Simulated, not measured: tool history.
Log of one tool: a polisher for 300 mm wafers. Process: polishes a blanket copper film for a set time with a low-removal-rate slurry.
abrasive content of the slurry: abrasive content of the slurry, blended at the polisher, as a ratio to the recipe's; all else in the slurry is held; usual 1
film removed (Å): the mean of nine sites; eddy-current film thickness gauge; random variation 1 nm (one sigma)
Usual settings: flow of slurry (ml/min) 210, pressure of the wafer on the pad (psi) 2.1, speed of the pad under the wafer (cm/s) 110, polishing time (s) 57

run,day,flow of slurry (ml/min),pressure of the wafer on the pad (psi),speed of the pad under the wafer (cm/s),abrasive content of the slurry,polishing time (s),"incoming thickness of the incoming film, nm",film removed (Å)
1,0,210,2.1,110,1,57,935,1185
2,1.154,210,2.1,110,1,57,919.4,1149
3,1.925,160,2.1,110,1,57,920.9,1123
4,2.467,160,2.1,110,1,57,923.1,1122
5,3.125,210,2.1,110,1,57,919.6,1126
# day 3.35: worn pad replaced by a new one
6,3.646,210,2.1,110,1,57,903.2,1165
7,4.842,210,2.1,124,1,57,913.2,1314
8,5.458,210,2.1,124,1,57,922.4,1305
9,6.492,210,2.1,124,1,57,919.1,1309
10,7.767,210,2.1,110,1,57,919.7,1127
# day 7.962: worn pad replaced by a new one
11,9.008,210,2.1,110,1,57,917.9,1053
12,9.946,210,2.1,110,1,57,920.8,1064
# day 10.683: head pressure recalibrated
13,10.912,210,2.1,110,1,57,910.1,1050
# day 11.083: worn pad replaced by a new one, repeated, since the last time left the tool worse
14,11.442,210,2.1,110,1.25,57,925.2,1258
15,12.229,210,2.1,110,1,57,912.4,1207
16,13.062,210,1.5,136,1,57,908.2,1055
17,14.029,160,2.1,110,1,57,915.5,1142
18,15.217,135,1.6,110,0.85,57,918.6,828
# day 15.304: slurry nozzle cleaned
19,15.817,210,2.1,110,1.1,71,920.6,1436
# day 16.488: worn pad replaced by a new one
20,17.275,210,2.7,110,1.2,57,918.9,1546
# day 17.979: slurry blender recalibrated
21,18.017,210,2.6,126,1,57,917.6,1666
22,19.242,270,2.1,124,0.7,74,917.8,1624
23,19.771,250,2.6,110,1,57,907.7,1448
24,20.508,160,2.1,110,1,46,905.2,912
25,21.3,210,2.1,110,0.85,40,922.9,766
# day 21.904: worn pad replaced by a new one
26,23.675,160,2.1,110,1,57,927.9,1149

The next listed run, before its measurement:
27,24.192,210,2.1,110,1,71,935.2,?

{"run 27": {"film removed (Å)": 1453}}
Without the tool's hidden state the same run would have given film removed (Å) 1487.

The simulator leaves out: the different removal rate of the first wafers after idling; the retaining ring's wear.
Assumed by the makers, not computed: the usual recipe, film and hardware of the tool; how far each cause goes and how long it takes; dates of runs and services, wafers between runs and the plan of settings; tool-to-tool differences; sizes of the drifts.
